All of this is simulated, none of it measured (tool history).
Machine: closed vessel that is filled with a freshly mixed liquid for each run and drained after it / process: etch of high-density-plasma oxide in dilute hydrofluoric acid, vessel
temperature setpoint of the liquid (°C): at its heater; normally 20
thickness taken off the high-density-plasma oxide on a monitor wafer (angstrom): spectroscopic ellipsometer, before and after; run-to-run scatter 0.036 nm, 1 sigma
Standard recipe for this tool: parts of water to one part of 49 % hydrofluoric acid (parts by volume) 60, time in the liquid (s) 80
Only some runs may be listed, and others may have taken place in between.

run   hour  temperature setpoint of the liquid (°C)  parts of water to one part of 49 % hydrofluoric acid (parts by volume)  time in the liquid (s)  wafers since the last listed run  hours since the thermometer was replaced  hours since the hydrofluoric acid flow meter was replaced  hours since the gauge calibration  read-back film thickness of the high-density-plasma oxide reference wafer, read on the same gauge (nm)  thickness taken off the high-density-plasma oxide on a monitor wafer (angstrom)
  1      0                                       20                                                                      45                      80                                 0                                    2226.2                                                     1893.6                                176                                                                                                   40.01                                                                            103.4
  2   33.5                                       20                                                                      45                      80                              4073                                    2259.7                                                     1927.1                              209.5                                                                                                   39.97                                                                            104.4
  3   67.7                                     22.5                                                                      60                      60                              4159                                    2293.9                                                     1961.3                              243.7                                                                                                   40.02                                                                             63.8
  4   99.8                                     22.5                                                                      60                      60                              3903                                      2326                                                     1993.4                              275.8                                                                                                      40                                                                             63.3
  5  132.3                                     22.5                                                                      60                      60                              3952                                    2358.5                                                     2025.9                              308.3                                                                                                   40.01                                                                             63.6
  6  160.5                                       20                                                                      60                      65                              3429                                    2386.7                                                     2054.1                              336.5                                                                                                   40.01                                                                             62.6
  7  177.2                                       20                                                                      60                      65                              2030                                    2403.4                                                     2070.8                              353.2                                                                                                   39.98                                                                             62.4
  8  204.7                                       20                                                                      60                      80                              3344                                    2430.9                                                     2098.3                              380.7                                                                                                   39.99                                                                             76.9
  9  238.5                                       20                                                                      60                      80                              4110                                    2464.7                                                     2132.1                              414.5                                                                                                   40.04                                                                             77.7
 10  261.5                                       20                                                                      60                      80                              2797                                    2487.7                                                     2155.1                              437.5                                                                                                   40.04                                                                             78.1
     274.6  -- thermometer replaced
     287.1  -- hydrofluoric acid flow meter replaced
 11  295.7                                       20                                                                      60                      80                              3915                                      21.1                                                        8.6                              471.7                                                                                                      40                                                                             64.1
 12  317.4                                       20                                                                      60                      80                              2638                                      42.8                                                       30.3                              493.4                                                                                                   40.02                                                                             62.9
 13  330.7                                       20                                                                      60                      55                              1617                                      56.1                                                       43.6                              506.7                                                                                                   40.03                                                                             43.9
 14  348.6                                       20                                                                      60                      80                              2176                                        74                                                       61.5                              524.6                                                                                                   40.02                                                                             64.1
 15  380.6                                       20                                                                      60                      80                              3891                                       106                                                       93.5                              556.6                                                                                                   40.02                                                                             63.9
 16  398.3                                       20                                                                      60                      80                              2152                                     123.7                                                      111.2                              574.3                                                                                                      40                                                                             63.5
 17    418                                       20                                                                      70                      80                              2395                                     143.4                                                      130.9                                594                                                                                                   40.01                                                                             53.8
 18  444.1                                       20                                                                      85                      80                              3174                                     169.5                                                        157                              620.1                                                                                                      40                                                                             43.9
 19  471.4                                       17                                                                      80                      80                              3319                                     196.8                                                      184.3                              647.4                                                                                                   39.98                                                                             41.7
 20  497.5                                       20                                                                      60                      80                              3174                                     222.9                                                      210.4                              673.5                                                                                                      40                                                                             64.5
 21  516.6                                       17                                                                      60                     120                              2322                                       242                                                      229.5                              692.6                                                                                                   40.01                                                                             85.7
 22    536                                       17                                                                      60                      80                              2359                                     261.4                                                      248.9                                712                                                                                                   39.98                                                                             56.8
 23  551.6                                       20                                                                      85                      55                              1897                                       277                                                      264.5                              727.6                                                                                                      40                                                                             30.5
 24  576.3                                     24.5                                                                      40                     115                              3003                                     301.7                                                      289.2                              752.3                                                                                                   40.02                                                                            174.4
     577.6  -- gauge calibrated
 25  604.3                                     24.5                                                                      40                     125                              3405                                     329.7                                                      317.2                               26.7                                                                                                   40.01                                                                            189.4
 26  639.3                                       20                                                                      50                      80                              4256                                     364.7                                                      352.2                               61.7                                                                                                   40.01                                                                             80.1
 27  655.3                                       20                                                                      60                      80                              1945                                     380.7                                                      368.2                               77.7                                                                                                   39.98                                                                             64.7
 28  688.4                                       24                                                                      60                      45                              4025                                     413.8                                                      401.3                              110.8                                                                                                   39.99                                                                             43.4
 29  718.9                                       20                                                                      60                      80                              3709                                     444.3                                                      431.8                              141.3                                                                                                   39.96                                                                             65.5
 30  731.2                                       20                                                                      40                      80                              1495                                     456.6                                                      444.1                              153.6                                                                                                   39.99                                                                            101.2
 31  754.9                                     21.5                                                                      75                     115                              2882                                     480.3                                                      467.8                              177.3                                                                                                   40.02                                                                             78.5
 32  786.3                                       20                                                                      60                      45                              3818                                     511.7                                                      499.2                              208.7                                                                                                   39.98                                                                             37.2

Some steps in thickness taken off the high-density-plasma oxide on a monitor wafer (angstrom) between neighbouring runs. How much of each would the tool show without its hidden state too (settings, what came in, random variation), and how much is left for the hidden state, with any gauge scatter that isn't in both results?
What the log doesn't record here: liquid hotter than its thermometer reads (K); hydrofluoric acid flow above the setpoint (%); gauge reads high (%).
Run 2 -> 3: temperature setpoint of the liquid (°C) 20 -> 22.5, parts of water to one part of 49 % hydrofluoric acid (parts by volume) 45 -> 60, time in the liquid (s) 80 -> 60. thickness taken off the high-density-plasma oxide on a monitor wafer (angstrom) -40.6: hidden state -7.2, all else -33.4.
Run 10 -> 11: thermometer replaced, hydrofluoric acid flow meter replaced. thickness taken off the high-density-plasma oxide on a monitor wafer (angstrom) -14: hidden state -14.5, all else +0.5.
Run 23 -> 24: temperature setpoint of the liquid (°C) 20 -> 24.5, parts of water to one part of 49 % hydrofluoric acid (parts by volume) 85 -> 40, time in the liquid (s) 55 -> 115. thickness taken off the high-density-plasma oxide on a monitor wafer (angstrom) +143.9: hidden state +4.9, all else +139.
Run 25 -> 26: temperature setpoint of the liquid (°C) 24.5 -> 20, parts of water to one part of 49 % hydrofluoric acid (parts by volume) 40 -> 50, time in the liquid (s) 125 -> 80. thickness taken off the high-density-plasma oxide on a monitor wafer (angstrom) -109.3: hidden state -3.7, all else -105.6.
Run 31 -> 32: temperature setpoint of the liquid (°C) 21.5 -> 20, parts of water to one part of 49 % hydrofluoric acid (parts by volume) 75 -> 60, time in the liquid (s) 115 -> 45. thickness taken off the high-density-plasma oxide on a monitor wafer (angstrom) -41.3: hidden state -1.9, all else -39.4.
